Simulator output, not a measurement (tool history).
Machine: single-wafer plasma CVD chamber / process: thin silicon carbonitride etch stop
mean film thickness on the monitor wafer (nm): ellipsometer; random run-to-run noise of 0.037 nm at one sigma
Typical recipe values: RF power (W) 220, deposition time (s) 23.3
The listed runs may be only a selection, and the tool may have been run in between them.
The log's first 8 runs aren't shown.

run	hour	RF power (W)	deposition time (s)	read-back reference wafer on the same gauge, thickness_nm	mean film thickness on the monitor wafer (nm)
9	574.5	220	23.3	11.395	13.424
10	632.4	220	23.3	11.400	13.451
11	684.2	220	23.3	11.400	13.446
12	737.6	220	23.3	11.397	13.538
# hour 747.0: RF generator calibrated
13	803.9	220	25.2	11.400	14.363
14	858.8	220	25.2	11.409	14.290
15	922.4	210	19.4	11.398	10.706
16	1000.9	190	26.1	11.403	13.667
# hour 1194.9: thermocouple changed; heater temperature recalibrated
17	1216.8	200	26.6	11.399	14.224
# hour 1241.6: RF generator calibrated, repeated, since the last time left the tool worse
18	1276.8	200	19.7	11.405	11.112
19	1318.1	190	18.8	11.401	10.291
20	1409.5	255	27.8	11.405	17.446
21	1481.2	200	27.7	11.403	15.487
# hour 1524.0: showerhead replaced
# hour 1534.4: gauge calibrated
22	1577.4	220	26.7	11.398	15.567
23	1649.7	180	25.3	11.401	13.317
24	1759.1	220	23.3	11.409	13.621
25	1805.4	200	21.9	11.402	12.206
26	1872.9	245	19.8	11.403	12.095
27	1909.2	190	25.7	11.404	13.905
28	1983.2	255	23.3	11.395	14.554
29	2037.9	220	23.3	11.402	13.511
30	2119.1	245	20.8	11.407	12.675
31	2198.5	190	26.4	11.401	14.282

Expected results for the next run?
32	2269.1	220	23.3	?	?

{"run 32": {"read-back reference wafer on the same gauge, thickness_nm": 11.403, "mean film thickness on the monitor wafer (nm)": 13.521}}
Had the tool carried no hidden state, the very same run would have given mean film thickness on the monitor wafer (nm) 13.790.
